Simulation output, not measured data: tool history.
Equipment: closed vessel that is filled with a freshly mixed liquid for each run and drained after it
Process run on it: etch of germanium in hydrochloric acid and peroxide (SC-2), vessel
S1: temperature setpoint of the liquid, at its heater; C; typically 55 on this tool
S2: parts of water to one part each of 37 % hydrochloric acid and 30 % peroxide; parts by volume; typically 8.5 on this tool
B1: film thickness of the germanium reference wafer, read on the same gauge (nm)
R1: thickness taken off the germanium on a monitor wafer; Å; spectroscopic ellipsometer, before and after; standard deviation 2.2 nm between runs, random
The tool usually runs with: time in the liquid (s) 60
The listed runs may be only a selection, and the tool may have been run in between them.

Run 1, hour 0: usual settings but S1 50.5 C; B1 109.98. Result: R1 1981 Å.
Run 2, hour 53.2: usual settings but time in the liquid (s) 80; B1 110.02. Result: R1 2966.1 Å.
Run 3, hour 167.1: usual settings but time in the liquid (s) 80; B1 110. Result: R1 3025.8 Å.
At hour 181.5: new drum of peroxide connected.
Run 4, hour 192.2: usual settings; B1 110. Result: R1 2209.8 Å.
At hour 203.1: thermometer replaced.
Run 5, hour 247: usual settings; B1 110.01. Result: R1 2326.4 Å.
At hour 267.7: gauge calibrated.
Run 6, hour 293.3: usual settings but S1 50 C; B1 109.93. Result: R1 1998 Å.
Run 7, hour 347.3: usual settings but S1 50 C; B1 110.01. Result: R1 1984.7 Å.
Run 8, hour 398.9: usual settings but S1 50 C; B1 110.03. Result: R1 1969.1 Å.
Run 9, hour 437.1: usual settings but S1 64 C, S2 6.5 parts by volume, time in the liquid (s) 30; B1 109.99. Result: R1 1516 Å.
Run 10, hour 488.3: usual settings but S2 9.5 parts by volume, time in the liquid (s) 40; B1 110. Result: R1 1510.2 Å.
At hour 507.1: chemicals flow meter replaced.
Run 11, hour 554.1: usual settings; B1 109.98. Result: R1 2275.5 Å.
Run 12, hour 598: usual settings but S1 47 C, S2 6.5 parts by volume; B1 110.02. Result: R1 1789.3 Å.
Run 13, hour 652.3: usual settings but S2 7.5 parts by volume; B1 109.98. Result: R1 2247.8 Å.
Run 14, hour 695.1: usual settings but S2 9.5 parts by volume, time in the liquid (s) 40; B1 110.01. Result: R1 1451.4 Å.
Run 15, hour 749.2: usual settings; B1 110.03. Result: R1 2213.3 Å.
At hour 790.7: thermometer replaced.
Run 16, hour 944.3: usual settings but S1 61.5 C, S2 12.5 parts by volume, time in the liquid (s) 85; B1 110.02. Result: R1 3773.3 Å.
Run 17, hour 1006.3: usual settings; B1 109.95. Result: R1 2308 Å.
Run 18, hour 1039.4: usual settings but S1 63.5 C, S2 10 parts by volume, time in the liquid (s) 90; B1 109.99. Result: R1 4324.7 Å.
Run 19, hour 1096.3: usual settings; B1 109.99. Result: R1 2266.8 Å.
At hour 1104.8: new drum of peroxide connected.
Run 20, hour 1161.1: usual settings but time in the liquid (s) 75; B1 109.98. Result: R1 2821.3 Å.
Run 21, hour 1217.9: usual settings but S1 49 C, S2 10 parts by volume, time in the liquid (s) 50; B1 109.97. Result: R1 1527.2 Å.
Run 22, hour 1250.8: usual settings but S2 6 parts by volume; B1 109.97. Result: R1 2271.2 Å.
Run 23, hour 1286.1: usual settings but S2 10.5 parts by volume, time in the liquid (s) 30; B1 110.01. Result: R1 1085.3 Å.
At hour 1351.4: thermometer replaced.
Run 24, hour 1351.9: usual settings; B1 110.01. Result: R1 2361.1 Å.
Run 25, hour 1387.8: usual settings but S1 59 C, time in the liquid (s) 95; B1 110.01. Result: R1 4181.1 Å.
Run 26, hour 1448.9: usual settings but S2 10 parts by volume, time in the liquid (s) 70; B1 110. Result: R1 2602.6 Å.
Run 27, hour 1483.1: usual settings but S1 64 C, time in the liquid (s) 40; B1 110.06. Result: R1 2032 Å.
Run 28, hour 1537.7: usual settings but S1 50 C, S2 7 parts by volume, time in the liquid (s) 30; B1 110.05. Result: R1 985.4 Å.
Run 29, hour 1562.1: usual settings; B1 109.99. Result: R1 2301.9 Å.

Alternative continuations, all from the tool just after run 29; predict every row:
Run A, hour 1562.8: usual settings; B1 ?. Result: R1 ?.
Run B, hour 1562.8: usual settings but S1 50.5 C, time in the liquid (s) 30; B1 ?. Result: R1 ?.
Run C, hour 1562.8: usual settings but S2 6.5 parts by volume; B1 ?. Result: R1 ?.
Run D, hour 1562.8: usual settings but S1 50 C, S2 6 parts by volume; B1 ?. Result: R1 ?.
Run E, hour 1562.8: usual settings but S2 10.5 parts by volume; B1 ?. Result: R1 ?.

run      B1      R1
  A  109.96  2276.8
  B  109.96   988.9
  C  109.96  2316.9
  D  109.96  1984.6
  E  109.96  2232.6
Without the tool's hidden state the same runs would have given:
run      R1
  A  2345.7
  B  1019.8
  C  2387.6
  D  2047.4
  E  2299.5
